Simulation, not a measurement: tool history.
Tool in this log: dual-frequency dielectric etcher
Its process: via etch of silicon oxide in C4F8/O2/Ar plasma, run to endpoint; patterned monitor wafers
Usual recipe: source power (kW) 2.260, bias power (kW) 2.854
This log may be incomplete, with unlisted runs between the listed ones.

| run | day | source power (kW) | bias power (kW) | wafers since the last listed run | hours since the last wet clean | hours since the last source power generator calibration | hours since the last bias power generator calibration | hours since the last upper electrode change | incoming incoming film thickness, nm | endpoint time (s) |
|---|---|---|---|---|---|---|---|---|---|---|
| 1 | 0.000 | 2.260 | 2.854 | 0 | 11.4 | 3853.0 | 1345.0 | 3914.0 | 772.3 | 148.7 |
| 2 | 1.325 | 2.260 | 2.854 | 212 | 43.2 | 3884.8 | 1376.8 | 3945.8 | 771.2 | 147.2 |
| 3 | 3.904 | 2.260 | 2.854 | 414 | 105.1 | 3946.7 | 1438.7 | 4007.7 | 779.2 | 152.4 |
| 4 | 6.267 | 2.260 | 2.854 | 379 | 161.8 | 4003.4 | 1495.4 | 4064.4 | 767.6 | 148.5 |
| 5 | 8.312 | 2.260 | 2.854 | 328 | 210.9 | 4052.5 | 1544.5 | 4113.5 | 776.1 | 150.6 |
| 6 | 16.746 | 2.260 | 2.854 | 1354 | 413.3 | 4254.9 | 1746.9 | 4315.9 | 770.5 | 152.6 |
|  | 18.846 | wet clean of the chamber |
| 7 | 19.392 | 2.540 | 2.327 | 264 | 13.1 | 4318.4 | 1810.4 | 4379.4 | 784.4 | 152.1 |
| 8 | 21.033 | 2.540 | 2.327 | 263 | 52.5 | 4357.8 | 1849.8 | 4418.8 | 775.7 | 150.9 |
| 9 | 23.121 | 2.540 | 2.327 | 335 | 102.6 | 4407.9 | 1899.9 | 4468.9 | 773.1 | 152.1 |
| 10 | 24.196 | 2.260 | 2.854 | 172 | 128.4 | 4433.7 | 1925.7 | 4494.7 | 768.1 | 148.6 |
| 11 | 25.729 | 2.260 | 2.854 | 246 | 165.2 | 4470.5 | 1962.5 | 4531.5 | 767.3 | 148.2 |
| 12 | 28.596 | 2.130 | 2.854 | 460 | 234.0 | 4539.3 | 2031.3 | 4600.3 | 779.1 | 154.3 |
| 13 | 30.583 | 2.260 | 2.854 | 319 | 281.7 | 4587.0 | 2079.0 | 4648.0 | 779.4 | 151.6 |
| 14 | 33.529 | 2.260 | 3.396 | 473 | 352.4 | 4657.7 | 2149.7 | 4718.7 | 764.0 | 140.6 |
|  | 35.908 | wet clean of the chamber |
| 15 | 40.262 | 2.260 | 2.854 | 920 | 104.5 | 4819.3 | 2311.3 | 4880.3 | 768.3 | 146.0 |
|  | 42.429 | bias power generator calibrated |
| 16 | 48.083 | 2.260 | 2.854 | 1229 | 292.2 | 5007.0 | 135.7 | 5068.0 | 773.9 | 151.2 |
| 17 | 49.146 | 2.260 | 2.854 | 170 | 317.7 | 5032.5 | 161.2 | 5093.5 | 762.1 | 149.2 |
|  | 50.429 | upper electrode replaced, of another model than before |
| 18 | 50.850 | 2.740 | 3.039 | 113 | 358.6 | 5073.4 | 202.1 | 10.1 | 771.3 | 132.8 |
|  | 52.688 | source power generator calibrated |
| 19 | 53.575 | 2.260 | 2.854 | 410 | 424.0 | 21.3 | 267.5 | 75.5 | 768.7 | 150.2 |
|  | 54.758 | wet clean of the chamber |
| 20 | 54.888 | 2.260 | 3.550 | 50 | 3.1 | 52.8 | 299.0 | 107.0 | 769.3 | 139.8 |
| 21 | 56.117 | 2.260 | 2.854 | 197 | 32.6 | 82.3 | 328.5 | 136.5 | 765.7 | 146.3 |
| 22 | 58.383 | 1.820 | 3.527 | 364 | 87.0 | 136.7 | 382.9 | 190.9 | 768.7 | 158.8 |
| 23 | 64.025 | 2.070 | 2.293 | 906 | 222.4 | 272.1 | 518.3 | 326.3 | 770.5 | 165.8 |
| 24 | 66.704 | 2.560 | 3.089 | 430 | 286.7 | 336.4 | 582.6 | 390.6 | 762.1 | 136.6 |
| 25 | 69.004 | 2.560 | 3.095 | 369 | 341.9 | 391.6 | 637.8 | 445.8 | 771.6 | 139.5 |
|  | 71.162 | wet clean of the chamber |
| 26 | 71.183 | 2.260 | 2.854 | 189 | 0.5 | 443.9 | 690.1 | 498.1 | 766.5 | 144.0 |
| 27 | 72.204 | 2.260 | 2.854 | 163 | 25.0 | 468.4 | 714.6 | 522.6 | 768.1 | 146.4 |
| 28 | 74.921 | 2.010 | 2.149 | 436 | 90.2 | 533.6 | 779.8 | 587.8 | 776.9 | 170.0 |
| 29 | 77.288 | 2.020 | 2.854 | 380 | 147.0 | 590.4 | 836.6 | 644.6 | 776.8 | 160.3 |
| 30 | 79.258 | 2.710 | 2.854 | 316 | 194.3 | 637.7 | 883.9 | 691.9 | 766.6 | 133.4 |
| 31 | 81.304 | 2.260 | 2.854 | 328 | 243.4 | 686.8 | 933.0 | 741.0 | 779.4 | 149.2 |
| 32 | 82.462 | 2.260 | 2.854 | 186 | 271.2 | 714.6 | 960.8 | 768.8 | 769.7 | 147.4 |
| 33 | 88.338 | 2.540 | 2.327 | 943 | 412.2 | 855.6 | 1101.8 | 909.8 | 769.9 | 145.0 |
|  | 89.733 | wet clean of the chamber |
| 34 | 92.100 | 2.780 | 3.154 | 443 | 56.8 | 945.9 | 1192.1 | 1000.1 | 780.1 | 129.7 |
| 35 | 93.404 | 1.910 | 2.854 | 209 | 88.1 | 977.2 | 1223.4 | 1031.4 | 770.5 | 163.8 |

Below are 3 alternative next runs, each starting from the tool's condition after run 35. Predict each:
| A | 93.425 | 2.260 | 2.854 | 3 | 88.6 | 977.7 | 1223.9 | 1031.9 | 774.6 | ? |
| B | 93.425 | 2.780 | 2.367 | 3 | 88.6 | 977.7 | 1223.9 | 1031.9 | 774.6 | ? |
| C | 93.425 | 2.260 | 2.281 | 3 | 88.6 | 977.7 | 1223.9 | 1031.9 | 774.6 | ? |

| run | endpoint time (s) |
|---|---|
| A | 150.1 |
| B | 139.1 |
| C | 157.6 |
Take away the tool's hidden state, keep each run's random variation, and the runs would have read:
| run | endpoint time (s) |
|---|---|
| A | 149.0 |
| B | 138.0 |
| C | 156.5 |
